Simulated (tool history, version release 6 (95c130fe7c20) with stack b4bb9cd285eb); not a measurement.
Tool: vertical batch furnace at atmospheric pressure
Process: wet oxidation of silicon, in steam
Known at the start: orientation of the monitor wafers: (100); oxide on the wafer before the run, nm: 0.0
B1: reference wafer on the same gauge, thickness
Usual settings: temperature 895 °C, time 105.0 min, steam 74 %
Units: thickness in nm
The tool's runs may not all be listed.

Run 1, hour 0.0: usual settings; B1 204.83. Result: thickness 172.89 nm.
Run 2, hour 68.7: usual settings; B1 204.66. Result: thickness 174.38 nm.
Run 3, hour 99.2: usual settings but time 90.0 min; B1 204.87. Result: thickness 151.76 nm.
Run 4, hour 115.8: usual settings but time 90.0 min; B1 204.60. Result: thickness 151.94 nm.
Run 5, hour 146.9: usual settings but time 90.0 min; B1 204.98. Result: thickness 153.30 nm.
Run 6, hour 166.0: usual settings; B1 205.06. Result: thickness 173.79 nm.
At hour 194.9: gauge calibrated.
Run 7, hour 198.3: usual settings; B1 204.87. Result: thickness 175.35 nm.
Run 8, hour 232.4: usual settings but steam 66 %; B1 204.70. Result: thickness 156.69 nm.
At hour 266.9: steam generator serviced.
At hour 282.3: thermocouples replaced and temperature profile calibrated.
Run 9, hour 282.8: usual settings but temperature 913 °C, time 62.5 min, steam 83 %; B1 204.93. Result: thickness 155.24 nm.
Run 10, hour 287.7: usual settings but time 60.0 min; B1 204.66. Result: thickness 106.37 nm.
Run 11, hour 318.9: usual settings but temperature 905 °C, time 91.5 min; B1 204.75. Result: thickness 176.98 nm.
Run 12, hour 347.8: usual settings but temperature 907 °C, steam 70 %; B1 205.20. Result: thickness 194.65 nm.
Run 13, hour 381.1: usual settings; B1 205.63. Result: thickness 175.09 nm.
Run 14, hour 406.5: usual settings but steam 67 %; B1 205.07. Result: thickness 159.95 nm.

4 ways to go on from here, each from the tool as it stands after run 14. What would each give?
Run A, hour 411.5: usual settings but time 124.5 min; B1 ?. Result: thickness ?.
Run B, hour 411.5: usual settings but temperature 914 °C; B1 ?. Result: thickness ?.
Run C, hour 411.5: usual settings but temperature 915 °C, time 78.5 min; B1 ?. Result: thickness ?.
Run D, hour 411.5: usual settings but temperature 919 °C, time 142.0 min, steam 63 %; B1 ?. Result: thickness ?.

run      B1  thickness
  A  205.09     201.46
  B  205.09     221.04
  C  205.09     174.54
  D  205.09     262.08
Without the tool's hidden state the same runs would have given:
run  thickness
  A     201.46
  B     221.04
  C     174.54
  D     262.08
